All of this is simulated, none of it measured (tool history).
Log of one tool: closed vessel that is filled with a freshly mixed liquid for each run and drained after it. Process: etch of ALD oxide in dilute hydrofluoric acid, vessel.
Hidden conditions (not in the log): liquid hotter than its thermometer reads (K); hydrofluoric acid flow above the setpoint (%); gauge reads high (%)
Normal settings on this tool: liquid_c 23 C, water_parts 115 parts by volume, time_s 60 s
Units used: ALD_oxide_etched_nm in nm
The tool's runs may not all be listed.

| run | hour | liquid_c | water_parts | time_s | wafers since the last listed run | hours since the thermometer was replaced | hours since the hydrofluoric acid flow meter was replaced | hours since the gauge calibration | read-back film thickness of the ALD oxide reference wafer, read on the same gauge (nm) | ALD_oxide_etched_nm |
|---|---|---|---|---|---|---|---|---|---|---|
| 1 | 0 | 22 | 115 | 40 | 0 | 516.6 | 779.1 | 648.2 | 30.02 | 7.16 |
| 2 | 107.4 | 23 | 115 | 60 | 13186 | 624 | 886.5 | 755.6 | 30.01 | 11.3 |
| 3 | 145.6 | 23 | 115 | 60 | 4690 | 662.2 | 924.7 | 793.8 | 29.97 | 11.25 |
| 4 | 230 | 23 | 115 | 60 | 10362 | 746.6 | 1009.1 | 878.2 | 29.98 | 11.36 |
| 5 | 298.9 | 23 | 115 | 60 | 8459 | 815.5 | 1078 | 947.1 | 29.96 | 11.34 |
|  | 300.3 | hydrofluoric acid flow meter replaced |
| 6 | 401.6 | 23 | 115 | 60 | 12486 | 918.2 | 101.3 | 1049.8 | 30 | 11.47 |
|  | 428 | thermometer replaced |
| 7 | 444 | 23 | 115 | 60 | 5083 | 16 | 143.7 | 1092.2 | 30.02 | 10.88 |
| 8 | 480.2 | 23 | 115 | 60 | 4444 | 52.2 | 179.9 | 1128.4 | 30 | 11.05 |
| 9 | 579.9 | 23 | 115 | 60 | 12241 | 151.9 | 279.6 | 1228.1 | 30.01 | 11.06 |
| 10 | 636.9 | 23 | 115 | 60 | 6998 | 208.9 | 336.6 | 1285.1 | 30.02 | 11.03 |
| 11 | 741.7 | 23 | 115 | 60 | 12867 | 313.7 | 441.4 | 1389.9 | 30.02 | 11.21 |
| 12 | 780.8 | 23 | 115 | 60 | 4800 | 352.8 | 480.5 | 1429 | 30.03 | 11.14 |
| 13 | 828.9 | 23 | 115 | 60 | 5905 | 400.9 | 528.6 | 1477.1 | 29.98 | 11.14 |
|  | 904.6 | gauge calibrated |
| 14 | 936.1 | 23 | 115 | 60 | 13162 | 508.1 | 635.8 | 31.5 | 30.03 | 11.27 |
| 15 | 1039 | 23 | 145 | 60 | 12634 | 611 | 738.7 | 134.4 | 30.01 | 8.59 |
| 16 | 1093.4 | 18.5 | 70 | 35 | 6679 | 665.4 | 793.1 | 188.8 | 29.99 | 9.55 |
| 17 | 1161.4 | 23 | 75 | 70 | 8349 | 733.4 | 861.1 | 256.8 | 29.99 | 21.49 |
| 18 | 1258.4 | 23 | 115 | 60 | 11909 | 830.4 | 958.1 | 353.8 | 30.01 | 11.43 |
| 19 | 1325.3 | 20.5 | 115 | 60 | 8214 | 897.3 | 1025 | 420.7 | 30.02 | 10.47 |
| 20 | 1396.3 | 26 | 60 | 60 | 8717 | 968.3 | 1096 | 491.7 | 29.97 | 26.57 |
|  | 1418.4 | hydrofluoric acid flow meter replaced |
|  | 1457.7 | thermometer replaced |
| 21 | 1464.6 | 25 | 80 | 60 | 8140 | 6.9 | 46.2 | 560 | 29.99 | 17.88 |
| 22 | 1507.1 | 23 | 115 | 95 | 5218 | 49.4 | 88.7 | 602.5 | 30.01 | 17.47 |
| 23 | 1566.4 | 24.5 | 115 | 90 | 7280 | 108.7 | 148 | 661.8 | 30.02 | 17.57 |
| 24 | 1661 | 20.5 | 170 | 60 | 11615 | 203.3 | 242.6 | 756.4 | 30.02 | 6.36 |
| 25 | 1710.3 | 20 | 115 | 60 | 6053 | 252.6 | 291.9 | 805.7 | 29.98 | 9.82 |
| 26 | 1787.3 | 27 | 150 | 85 | 9454 | 329.6 | 368.9 | 882.7 | 30 | 13.59 |
| 27 | 1826.3 | 23 | 115 | 60 | 4788 | 368.6 | 407.9 | 921.7 | 30.01 | 11.25 |
| 28 | 1918.1 | 21.5 | 170 | 45 | 11271 | 460.4 | 499.7 | 1013.5 | 29.99 | 5.08 |
| 29 | 1967 | 23 | 115 | 60 | 6004 | 509.3 | 548.6 | 1062.4 | 29.99 | 11.2 |
| 30 | 2139.4 | 20.5 | 165 | 85 | 21167 | 681.7 | 721 | 1234.8 | 30.01 | 9.71 |
| 31 | 2185.3 | 23 | 115 | 75 | 5635 | 727.6 | 766.9 | 1280.7 | 30 | 14.14 |
| 32 | 2252.9 | 21.5 | 150 | 95 | 8300 | 795.2 | 834.5 | 1348.3 | 30 | 12.54 |
|  | 2256.1 | gauge calibrated |
| 33 | 2326.9 | 23 | 115 | 60 | 9085 | 869.2 | 908.5 | 70.8 | 30 | 11.53 |

Some steps in ALD_oxide_etched_nm between neighbouring runs. How much of each would the tool show without its hidden state too (settings, what came in, random variation), and how much is left for the hidden state, with any gauge scatter that isn't in both results?
Run 16 -> 17: liquid_c 18.5 -> 23, water_parts 70 -> 75, time_s 35 -> 70. ALD_oxide_etched_nm +11.94 nm: hidden state +0.51, all else +11.43.
Run 19 -> 20: liquid_c 20.5 -> 26, water_parts 115 -> 60. ALD_oxide_etched_nm +16.1 nm: hidden state +0.87, all else +15.23.
Run 20 -> 21: liquid_c 26 -> 25, water_parts 60 -> 80, hydrofluoric acid flow meter replaced, thermometer replaced. ALD_oxide_etched_nm -8.69 nm: hidden state -1.3, all else -7.39.
Run 23 -> 24: liquid_c 24.5 -> 20.5, water_parts 115 -> 170, time_s 90 -> 60. ALD_oxide_etched_nm -11.21 nm: hidden state -0.08, all else -11.13.
